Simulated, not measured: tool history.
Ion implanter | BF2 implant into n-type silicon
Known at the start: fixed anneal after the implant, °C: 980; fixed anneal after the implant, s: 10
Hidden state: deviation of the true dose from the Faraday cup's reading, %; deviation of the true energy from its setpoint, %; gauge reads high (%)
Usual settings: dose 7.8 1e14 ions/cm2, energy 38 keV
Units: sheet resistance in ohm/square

| run | hour | dose | energy | wafers since the last listed run | hours since the last dose calibration | hours since the extraction supply was calibrated | hours since the gauge calibration | read-back reference wafer on the same gauge, sheet resistance | sheet resistance |
|---|---|---|---|---|---|---|---|---|---|
| 1 | 0 | 7.8 | 34.5 | 0 | 1497.8 | 2380.4 | 188.4 | 163.1 | 196.1 |
| 2 | 16.5 | 7.8 | 34.5 | 196 | 1514.3 | 2396.9 | 204.9 | 162.97 | 196.29 |
| 3 | 35.5 | 7.8 | 38 | 225 | 1533.3 | 2415.9 | 223.9 | 162.99 | 188.09 |
| 4 | 59.4 | 7.8 | 45.5 | 284 | 1557.2 | 2439.8 | 247.8 | 162.94 | 175.88 |
| 5 | 93.7 | 7.8 | 31.5 | 407 | 1591.5 | 2474.1 | 282.1 | 162.96 | 204.58 |
| 6 | 117.1 | 7.8 | 31.5 | 278 | 1614.9 | 2497.5 | 305.5 | 163.12 | 204.19 |
| 7 | 216.1 | 7.8 | 38 | 1176 | 1713.9 | 2596.5 | 404.5 | 162.96 | 187.96 |
| 8 | 250.6 | 7.8 | 43.5 | 410 | 1748.4 | 2631 | 439 | 162.94 | 178.07 |
|  | 265.8 | gauge calibrated |
| 9 | 273.5 | 7.8 | 38 | 272 | 1771.3 | 2653.9 | 7.7 | 162.96 | 187.84 |
| 10 | 288.5 | 7.8 | 38 | 178 | 1786.3 | 2668.9 | 22.7 | 163.08 | 187.11 |
| 11 | 311 | 7.8 | 38 | 267 | 1808.8 | 2691.4 | 45.2 | 162.98 | 187.02 |
| 12 | 345 | 7.02 | 34 | 404 | 1842.8 | 2725.4 | 79.2 | 163.06 | 204.21 |
|  | 364 | Faraday cup replaced and dose calibrated |
| 13 | 379 | 7.8 | 38 | 309 | 15 | 2759.4 | 113.2 | 162.96 | 190.85 |
| 14 | 397.2 | 7.8 | 30 | 216 | 33.2 | 2777.6 | 131.4 | 162.95 | 212 |
| 15 | 429.8 | 8.71 | 28 | 387 | 65.8 | 2810.2 | 164 | 162.94 | 212.61 |
| 16 | 460.2 | 9.78 | 27.5 | 361 | 96.2 | 2840.6 | 194.4 | 162.96 | 208.33 |
|  | 504 | extraction supply calibrated |
| 17 | 557.7 | 6.33 | 44 | 1063 | 193.7 | 53.7 | 291.9 | 162.95 | 203.19 |
| 18 | 581.8 | 7.8 | 29 | 286 | 217.8 | 77.8 | 316 | 163.11 | 214.93 |
| 19 | 612.5 | 10.09 | 26.5 | 364 | 248.5 | 108.5 | 346.7 | 162.98 | 211.01 |
| 20 | 644.8 | 7.8 | 27.5 | 383 | 280.8 | 140.8 | 379 | 162.96 | 220.19 |
| 21 | 657.2 | 7.8 | 38 | 147 | 293.2 | 153.2 | 391.4 | 163.04 | 190.56 |
| 22 | 688.7 | 7.8 | 38 | 374 | 324.7 | 184.7 | 422.9 | 162.97 | 189.72 |
| 23 | 715.7 | 6.57 | 47.5 | 320 | 351.7 | 211.7 | 449.9 | 163.01 | 194.84 |

Forecast each of these 4 alternatives for the next run:
| A | 716.1 | 6.56 | 38 | 4 | 352.1 | 212.1 | 450.3 | ? | ? |
| B | 716.1 | 9.42 | 38 | 4 | 352.1 | 212.1 | 450.3 | ? | ? |
| C | 716.1 | 7.8 | 25.5 | 4 | 352.1 | 212.1 | 450.3 | ? | ? |
| D | 716.1 | 6.51 | 43.5 | 4 | 352.1 | 212.1 | 450.3 | ? | ? |

| run | read-back reference wafer on the same gauge, sheet resistance | sheet resistance |
|---|---|---|
| A | 162.96 | 206.82 |
| B | 162.96 | 178.12 |
| C | 162.96 | 228.56 |
| D | 162.96 | 199.7 |
Without the tool's hidden state the same runs would have given:
| run | sheet resistance |
|---|---|
| A | 208.06 |
| B | 178.68 |
| C | 229.24 |
| D | 201.04 |
